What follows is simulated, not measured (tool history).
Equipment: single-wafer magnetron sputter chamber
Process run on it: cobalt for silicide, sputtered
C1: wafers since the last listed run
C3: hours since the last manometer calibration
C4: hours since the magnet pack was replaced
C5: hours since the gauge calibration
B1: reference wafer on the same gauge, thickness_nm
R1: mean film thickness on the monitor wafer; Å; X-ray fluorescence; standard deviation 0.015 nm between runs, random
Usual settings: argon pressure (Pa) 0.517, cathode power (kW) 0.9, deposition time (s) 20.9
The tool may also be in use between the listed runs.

run 1 hour=0 | argon_pressure_(Pa)=0.517 cathode_power_(kW)=0.9 deposition_time_(s)=20.9 | C1=0 wafers_on_the_sputter_target=4938 C3=2568.7 C4=10124 C5=62.8 | B1=11.53 | R1=93.88
run 2 hour=12.3 | argon_pressure_(Pa)=0.62 cathode_power_(kW)=0.9 deposition_time_(s)=20.9 | C1=448 wafers_on_the_sputter_target=5387 C3=2581 C4=10136.3 C5=75.1 | B1=11.529 | R1=89.43
run 3 hour=19.5 | argon_pressure_(Pa)=0.62 cathode_power_(kW)=0.9 deposition_time_(s)=20.9 | C1=262 wafers_on_the_sputter_target=5649 C3=2588.2 C4=10143.5 C5=82.3 | B1=11.534 | R1=89.62
run 4 hour=26.6 | argon_pressure_(Pa)=0.517 cathode_power_(kW)=0.9 deposition_time_(s)=18.3 | C1=258 wafers_on_the_sputter_target=5908 C3=2595.3 C4=10150.6 C5=89.4 | B1=11.534 | R1=82.16
-- hour=45.7 sputter target and shields replaced
run 5 hour=46.2 | argon_pressure_(Pa)=0.517 cathode_power_(kW)=0.9 deposition_time_(s)=18.3 | C1=423 wafers_on_the_sputter_target=19 C3=2614.9 C4=10170.2 C5=109 | B1=11.526 | R1=83.31
run 6 hour=66.8 | argon_pressure_(Pa)=0.517 cathode_power_(kW)=0.9 deposition_time_(s)=20.9 | C1=751 wafers_on_the_sputter_target=770 C3=2635.5 C4=10190.8 C5=129.6 | B1=11.533 | R1=94.82
run 7 hour=113.4 | argon_pressure_(Pa)=0.517 cathode_power_(kW)=0.9 deposition_time_(s)=18.7 | C1=1699 wafers_on_the_sputter_target=2470 C3=2682.1 C4=10237.4 C5=176.2 | B1=11.531 | R1=84.14
run 8 hour=130.5 | argon_pressure_(Pa)=0.517 cathode_power_(kW)=0.9 deposition_time_(s)=18.7 | C1=623 wafers_on_the_sputter_target=3093 C3=2699.2 C4=10254.5 C5=193.3 | B1=11.531 | R1=83.85
-- hour=148 capacitance manometer re-zeroed and calibrated
run 9 hour=148.5 | argon_pressure_(Pa)=0.517 cathode_power_(kW)=0.9 deposition_time_(s)=18.7 | C1=364 wafers_on_the_sputter_target=3458 C3=0.5 C4=10272.5 C5=211.3 | B1=11.53 | R1=86.72
run 10 hour=148.8 | argon_pressure_(Pa)=0.517 cathode_power_(kW)=0.9 deposition_time_(s)=20.9 | C1=10 wafers_on_the_sputter_target=3469 C3=0.8 C4=10272.8 C5=211.6 | B1=11.53 | R1=97.13
run 11 hour=157.6 | argon_pressure_(Pa)=0.517 cathode_power_(kW)=0.9 deposition_time_(s)=20.9 | C1=320 wafers_on_the_sputter_target=3790 C3=9.6 C4=10281.6 C5=220.4 | B1=11.531 | R1=96.79
-- hour=165.8 magnet pack replaced
run 12 hour=172.2 | argon_pressure_(Pa)=0.517 cathode_power_(kW)=0.9 deposition_time_(s)=20.9 | C1=240 wafers_on_the_sputter_target=4031 C3=24.2 C4=6.4 C5=235 | B1=11.528 | R1=96.58
run 13 hour=185.1 | argon_pressure_(Pa)=0.517 cathode_power_(kW)=0.9 deposition_time_(s)=20.9 | C1=470 wafers_on_the_sputter_target=4501 C3=37.1 C4=19.3 C5=247.9 | B1=11.529 | R1=96.37
run 14 hour=195.1 | argon_pressure_(Pa)=0.517 cathode_power_(kW)=0.9 deposition_time_(s)=17 | C1=364 wafers_on_the_sputter_target=4866 C3=47.1 C4=29.3 C5=257.9 | B1=11.53 | R1=78.61
run 15 hour=201.6 | argon_pressure_(Pa)=0.604 cathode_power_(kW)=1.1 deposition_time_(s)=20.9 | C1=237 wafers_on_the_sputter_target=5103 C3=53.6 C4=35.8 C5=264.4 | B1=11.533 | R1=114.03
-- hour=213.2 sputter target and shields replaced
-- hour=220.1 gauge calibrated
run 16 hour=235.7 | argon_pressure_(Pa)=0.335 cathode_power_(kW)=0.75 deposition_time_(s)=22.7 | C1=951 wafers_on_the_sputter_target=820 C3=87.7 C4=69.9 C5=15.6 | B1=11.53 | R1=95.43
run 17 hour=245.7 | argon_pressure_(Pa)=0.31 cathode_power_(kW)=0.9 deposition_time_(s)=17.3 | C1=364 wafers_on_the_sputter_target=1185 C3=97.7 C4=79.9 C5=25.6 | B1=11.53 | R1=87.98
run 18 hour=290 | argon_pressure_(Pa)=0.517 cathode_power_(kW)=0.7 deposition_time_(s)=24.6 | C1=1615 wafers_on_the_sputter_target=2800 C3=142 C4=124.2 C5=69.9 | B1=11.528 | R1=88.88
run 19 hour=298.1 | argon_pressure_(Pa)=0.517 cathode_power_(kW)=0.8 deposition_time_(s)=20.9 | C1=295 wafers_on_the_sputter_target=3096 C3=150.1 C4=132.3 C5=78 | B1=11.529 | R1=86.25
run 20 hour=309 | argon_pressure_(Pa)=0.373 cathode_power_(kW)=0.95 deposition_time_(s)=19 | C1=397 wafers_on_the_sputter_target=3493 C3=161 C4=143.2 C5=88.9 | B1=11.533 | R1=98.66
run 21 hour=317.4 | argon_pressure_(Pa)=0.435 cathode_power_(kW)=0.75 deposition_time_(s)=23.9 | C1=306 wafers_on_the_sputter_target=3800 C3=169.4 C4=151.6 C5=97.3 | B1=11.533 | R1=95.35
run 22 hour=324 | argon_pressure_(Pa)=0.376 cathode_power_(kW)=1.05 deposition_time_(s)=16.9 | C1=240 wafers_on_the_sputter_target=4040 C3=176 C4=158.2 C5=103.9 | B1=11.529 | R1=96.98
run 23 hour=333.4 | argon_pressure_(Pa)=0.517 cathode_power_(kW)=1.1 deposition_time_(s)=17.3 | C1=342 wafers_on_the_sputter_target=4383 C3=185.4 C4=167.6 C5=113.3 | B1=11.536 | R1=97.98
run 24 hour=346.9 | argon_pressure_(Pa)=0.517 cathode_power_(kW)=0.9 deposition_time_(s)=20.9 | C1=492 wafers_on_the_sputter_target=4876 C3=198.9 C4=181.1 C5=126.8 | B1=11.531 | R1=96.8
run 25 hour=361.3 | argon_pressure_(Pa)=0.517 cathode_power_(kW)=0.9 deposition_time_(s)=20.9 | C1=525 wafers_on_the_sputter_target=5401 C3=213.3 C4=195.5 C5=141.2 | B1=11.529 | R1=96.45
run 26 hour=373.3 | argon_pressure_(Pa)=0.517 cathode_power_(kW)=1 deposition_time_(s)=18.1 | C1=437 wafers_on_the_sputter_target=5839 C3=225.3 C4=207.5 C5=153.2 | B1=11.531 | R1=92.63
-- hour=393.7 sputter target and shields replaced
run 27 hour=394.2 | argon_pressure_(Pa)=0.337 cathode_power_(kW)=1 deposition_time_(s)=17.6 | C1=470 wafers_on_the_sputter_target=18 C3=246.2 C4=228.4 C5=174.1 | B1=11.525 | R1=98.75

Give the tool's hidden conditions for every run:
gauge reads high (%): 0 across all the runs
H1: deposition rate above that of a new target (%)
H2: true argon pressure above the setpoint (%)
run=1 H1=-1.67 H2=14.9
run=2 H1=-1.71 H2=14.9
run=3 H1=-1.72 H2=14.9
run=4 H1=-1.74 H2=14.9
run=5 H1=-0.495 H2=14.9
run=6 H1=-0.981 H2=14.9
run=7 H1=-1.64 H2=15
run=8 H1=-1.79 H2=15
run=9 H1=-1.9 H2=-1.62
run=10 H1=-1.9 H2=-1.61
run=11 H1=-1.95 H2=-1.44
run=12 H1=-2.01 H2=-1.16
run=13 H1=-2.06 H2=-0.913
run=14 H1=-2.09 H2=-0.726
run=15 H1=-2.1 H2=-0.606
run=16 H1=-0.596 H2=0.00748
run=17 H1=-0.777 H2=0.183
run=18 H1=-1.31 H2=0.933
run=19 H1=-1.37 H2=1.07
run=20 H1=-1.45 H2=1.24
run=21 H1=-1.5 H2=1.38
run=22 H1=-1.53 H2=1.48
run=23 H1=-1.57 H2=1.63
run=24 H1=-1.63 H2=1.84
run=25 H1=-1.67 H2=2.06
run=26 H1=-1.7 H2=2.24
run=27 H1=-0.196 H2=2.54
